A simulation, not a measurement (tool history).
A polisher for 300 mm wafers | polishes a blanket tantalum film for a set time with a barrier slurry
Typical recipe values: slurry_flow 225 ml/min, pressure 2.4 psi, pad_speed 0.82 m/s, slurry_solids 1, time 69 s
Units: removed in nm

run,hour,slurry_flow,pressure,pad_speed,slurry_solids,time,wafers since the last listed run,wafers polished on this pad,hours since the slurry nozzle was cleaned,hours since the head pressure was calibrated,hours since the slurry blender was calibrated,"incoming thickness of the incoming film, nm",removed
1,0,225,2.4,0.82,1,69,0,4970,601.6,1087.8,353.1,329.7,96.4
# hour 32.9: slurry nozzle cleaned
2,43.5,225,2.4,0.82,1,69,496,5466,10.6,1131.3,396.6,331.7,96.5
3,147.9,225,2.4,0.82,1,69,1218,6684,115,1235.7,501,330,96.5
# hour 174: worn pad replaced by a new one
4,185.1,225,2.4,0.82,1.2,69,387,129,152.2,1272.9,538.2,329.3,100.6
# hour 239.9: slurry blender recalibrated
5,267.8,225,2.4,0.94,1,69,941,1071,234.9,1355.6,27.9,331.9,109.2
6,321.6,225,2.4,0.94,1,69,627,1698,288.7,1409.4,81.7,335.9,108
7,392.3,225,2.4,0.88,1,69,825,2524,359.4,1480.1,152.4,322.4,102.4
8,476.7,225,2.4,0.88,1,69,985,3509,443.8,1564.5,236.8,330.5,102.4
# hour 515: head pressure recalibrated
# hour 531.2: slurry nozzle cleaned
9,583.6,225,2.4,0.88,1,69,1212,4721,52.4,68.6,343.7,335.4,103.1
10,648.9,225,2.4,0.82,1,69,762,5484,117.7,133.9,409,334.4,97.4
11,749,180,2.4,0.82,1.25,69,1168,6652,217.8,234,509.1,327.6,100.3
# hour 773.5: worn pad replaced by a new one
12,824.2,225,1.9,0.68,0.75,69,831,591,293,309.2,584.3,330.5,60.3
# hour 864.4: slurry blender recalibrated
13,927.6,225,2.4,0.68,1,69,1183,1774,396.4,412.6,63.2,329.7,84.2
14,998,225,2.4,0.9,1,62,821,2596,466.8,483,133.6,327.6,92.7
# hour 1054.9: slurry nozzle cleaned
15,1082,225,2.4,0.82,1,69,968,3565,27.1,567,217.6,333.7,96.1
16,1151.8,225,3.1,0.74,1,69,814,4379,96.9,636.8,287.4,326.5,116.3
17,1208,275,2.8,0.92,0.8,69,655,5035,153.1,693,343.6,328.1,116.1
# hour 1263.7: worn pad replaced by a new one
18,1293,155,3.2,0.82,1,69,945,342,238.1,778,428.6,334.6,124.4
19,1347.1,225,2.4,0.82,1.1,49,631,973,292.2,832.1,482.7,331,70.4
20,1396.6,225,2.4,0.82,1,69,577,1551,341.7,881.6,532.2,328.7,98.5
21,1437,225,2.4,0.82,1,69,471,2022,382.1,922,572.6,333.7,96.3
# hour 1476.2: slurry blender recalibrated
22,1513.4,160,2.4,0.82,1.15,69,868,2891,458.5,998.4,37.2,333.9,96.9
# hour 1541.6: slurry nozzle cleaned
23,1607.9,225,2.1,1.04,1.25,69,1091,3982,66.3,1092.9,131.7,325.4,111.3
24,1691.1,290,2.4,0.82,0.9,69,971,4953,149.5,1176.1,214.9,332.2,95.6
# hour 1779.2: worn pad replaced by a new one
25,1790.1,225,2.4,0.82,1,91,1108,127,248.5,1275.1,313.9,330,128.2
26,1885.8,225,1.8,0.56,1.25,69,1116,1244,344.2,1370.8,409.6,327.8,58.8
# hour 1925.1: head pressure recalibrated
27,1990.4,270,3,0.58,1,69,1197,2441,448.8,65.3,514.2,331.1,92.9
# hour 2012.5: slurry blender recalibrated
28,2089,225,2.4,0.82,1,69,1127,3569,547.4,163.9,76.5,330.9,96.9
# hour 2166.7: slurry nozzle cleaned
29,2186.6,225,3.1,0.94,0.8,61,1127,4696,19.9,261.5,174.1,325.2,113.4

Here are 5 independent what-if runs from the current tool condition. What would each one return?
A,2187.1,225,2.4,0.82,1,69,5,4702,20.4,262,174.6,330.7,?
B,2187.1,225,2.4,0.82,0.8,69,5,4702,20.4,262,174.6,330.7,?
C,2187.1,185,2.4,0.96,0.85,85,5,4702,20.4,262,174.6,330.7,?
D,2187.1,200,2.4,0.98,1,62,5,4702,20.4,262,174.6,330.7,?
E,2187.1,225,2.4,0.62,1,55,5,4702,20.4,262,174.6,330.7,?

run,removed
A,96.1
B,88.8
C,125.1
D,98.9
E,61.6
Had the tool no hidden state, the same runs would have come out as:
run,removed
A,96.1
B,88.8
C,125.1
D,98.9
E,61.6
